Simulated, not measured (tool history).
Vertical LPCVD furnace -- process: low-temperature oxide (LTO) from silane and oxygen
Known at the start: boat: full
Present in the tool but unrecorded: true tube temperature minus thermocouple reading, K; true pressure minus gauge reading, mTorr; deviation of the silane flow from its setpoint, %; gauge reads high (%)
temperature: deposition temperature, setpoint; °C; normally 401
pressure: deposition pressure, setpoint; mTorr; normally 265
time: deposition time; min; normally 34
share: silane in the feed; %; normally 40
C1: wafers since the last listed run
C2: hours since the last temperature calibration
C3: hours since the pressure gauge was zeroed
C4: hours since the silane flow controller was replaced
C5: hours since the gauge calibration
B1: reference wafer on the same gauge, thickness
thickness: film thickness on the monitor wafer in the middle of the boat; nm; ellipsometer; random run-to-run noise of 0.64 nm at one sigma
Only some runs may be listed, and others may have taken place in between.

Run 1, day 0: usual settings; C1 0; C2 3571.9; C3 5073.2; C4 2632.8; C5 308.9; B1 402.04. Result: thickness 336.78 nm.
Run 2, day 0.662: usual settings; C1 192; C2 3587.8; C3 5089.1; C4 2648.7; C5 324.8; B1 401.84. Result: thickness 336.81 nm.
Run 3, day 1.017: usual settings but share 36 %; C1 102; C2 3596.3; C3 5097.6; C4 2657.2; C5 333.3; B1 402.24. Result: thickness 292.19 nm.
At day 2.396: silane flow controller replaced.
Run 4, day 2.417: usual settings but share 36 %; C1 115; C2 3629.9; C3 5131.2; C4 0.5; C5 366.9; B1 402.27. Result: thickness 312.04 nm.
Run 5, day 2.633: usual settings but share 36 %; C1 62; C2 3635.1; C3 5136.4; C4 5.7; C5 372.1; B1 402.02. Result: thickness 313.43 nm.
Run 6, day 2.85: usual settings; C1 62; C2 3640.3; C3 5141.6; C4 10.9; C5 377.3; B1 401.93. Result: thickness 356.53 nm.
Run 7, day 3.204: usual settings; C1 102; C2 3648.8; C3 5150.1; C4 19.4; C5 385.8; B1 402.03. Result: thickness 356.53 nm.
Run 8, day 3.758: usual settings; C1 160; C2 3662.1; C3 5163.4; C4 32.7; C5 399.1; B1 402.03. Result: thickness 355.42 nm.
Run 9, day 4.246: usual settings; C1 141; C2 3673.8; C3 5175.1; C4 44.4; C5 410.8; B1 402. Result: thickness 355.92 nm.
Run 10, day 4.858: usual settings; C1 177; C2 3688.5; C3 5189.8; C4 59.1; C5 425.5; B1 402.09. Result: thickness 354.31 nm.
Run 11, day 5.196: usual settings but pressure 240 mTorr, time 43 min; C1 97; C2 3696.6; C3 5197.9; C4 67.2; C5 433.6; B1 402.16. Result: thickness 406.03 nm.
Run 12, day 5.829: usual settings but time 27.5 min; C1 183; C2 3711.8; C3 5213.1; C4 82.4; C5 448.8; B1 401.76. Result: thickness 287.22 nm.
At day 7.196: pressure gauge zeroed.
Run 13, day 7.217: usual settings but temperature 413 °C; C1 112; C2 3745.1; C3 0.5; C4 115.7; C5 482.1; B1 401.9. Result: thickness 401.85 nm.
Run 14, day 7.433: usual settings but share 33 %; C1 62; C2 3750.3; C3 5.7; C4 120.9; C5 487.3; B1 401.88. Result: thickness 276.16 nm.
Run 15, day 7.65: usual settings; C1 62; C2 3755.5; C3 10.9; C4 126.1; C5 492.5; B1 402.01. Result: thickness 353.08 nm.
Run 16, day 8.142: usual settings but temperature 396 °C, share 36 %; C1 142; C2 3767.3; C3 22.7; C4 137.9; C5 504.3; B1 401.93. Result: thickness 293.77 nm.
Run 17, day 8.517: usual settings; C1 108; C2 3776.3; C3 31.7; C4 146.9; C5 513.3; B1 402.06. Result: thickness 353.95 nm.
Run 18, day 8.95: usual settings but pressure 305 mTorr; C1 125; C2 3786.7; C3 42.1; C4 157.3; C5 523.7; B1 401.93. Result: thickness 406.29 nm.
At day 10.242: thermocouples replaced and temperature profile calibrated.
Run 19, day 10.262: usual settings but temperature 398 °C; C1 90; C2 0.5; C3 73.6; C4 188.8; C5 555.2; B1 401.96. Result: thickness 341.61 nm.
Run 20, day 10.479: usual settings; C1 62; C2 5.7; C3 78.8; C4 194; C5 560.4; B1 401.96. Result: thickness 352.78 nm.
At day 10.512: gauge calibrated.
Run 21, day 11.221: usual settings but pressure 200 mTorr, time 45.5 min; C1 214; C2 23.5; C3 96.6; C4 211.8; C5 17; B1 402. Result: thickness 355.78 nm.
Run 22, day 11.667: usual settings but temperature 404 °C, pressure 295 mTorr, time 30 min; C1 129; C2 34.2; C3 107.3; C4 222.5; C5 27.7; B1 401.73. Result: thickness 358.64 nm.
Run 23, day 12.458: usual settings; C1 229; C2 53.2; C3 126.3; C4 241.5; C5 46.7; B1 401.72. Result: thickness 352.88 nm.
Run 24, day 13.175: usual settings; C1 207; C2 70.4; C3 143.5; C4 258.7; C5 63.9; B1 401.97. Result: thickness 351.74 nm.
Run 25, day 13.658: usual settings but temperature 393 °C, pressure 315 mTorr, time 42 min, share 44 %; C1 140; C2 82; C3 155.1; C4 270.3; C5 75.5; B1 401.81. Result: thickness 527.91 nm.
Run 26, day 14.121: usual settings but pressure 220 mTorr, time 45 min, share 46 %; C1 134; C2 93.1; C3 166.2; C4 281.4; C5 86.6; B1 401.92. Result: thickness 448.86 nm.
Run 27, day 14.75: usual settings but temperature 393 °C, share 44 %; C1 182; C2 108.2; C3 181.3; C4 296.5; C5 101.7; B1 402.14. Result: thickness 359.31 nm.
Run 28, day 15.096: usual settings; C1 100; C2 116.5; C3 189.6; C4 304.8; C5 110; B1 402.08. Result: thickness 350.7 nm.
Run 29, day 15.808: usual settings; C1 206; C2 133.6; C3 206.7; C4 321.9; C5 127.1; B1 401.98. Result: thickness 351.92 nm.
Run 30, day 16.725: usual settings but pressure 240 mTorr; C1 265; C2 155.6; C3 228.7; C4 343.9; C5 149.1; B1 401.93. Result: thickness 319.1 nm.

Below are 5 alternative next runs, each starting from the tool's condition after run 30. Predict each:
Run A, day 16.946: usual settings but time 23 min; C1 64; C2 160.9; C3 234; C4 349.2; C5 154.4; B1 ?. Result: thickness ?.
Run B, day 16.946: usual settings but temperature 391 °C, pressure 220 mTorr, time 40.5 min, share 38 %; C1 64; C2 160.9; C3 234; C4 349.2; C5 154.4; B1 ?. Result: thickness ?.
Run C, day 16.946: usual settings but share 43 %; C1 64; C2 160.9; C3 234; C4 349.2; C5 154.4; B1 ?. Result: thickness ?.
Run D, day 16.946: usual settings but share 35 %; C1 64; C2 160.9; C3 234; C4 349.2; C5 154.4; B1 ?. Result: thickness ?.
Run E, day 16.946: usual settings but temperature 407 °C, time 21.5 min; C1 64; C2 160.9; C3 234; C4 349.2; C5 154.4; B1 ?. Result: thickness ?.

run   B1  thickness
  A  402      236.7
  B  402     289.82
  C  402     380.36
  D  402     295.06
  E  402     236.18
Without the tool's hidden state the same runs would have given:
run  thickness
  A     238.68
  B     292.53
  C     383.14
  D     298.07
  E     238.13
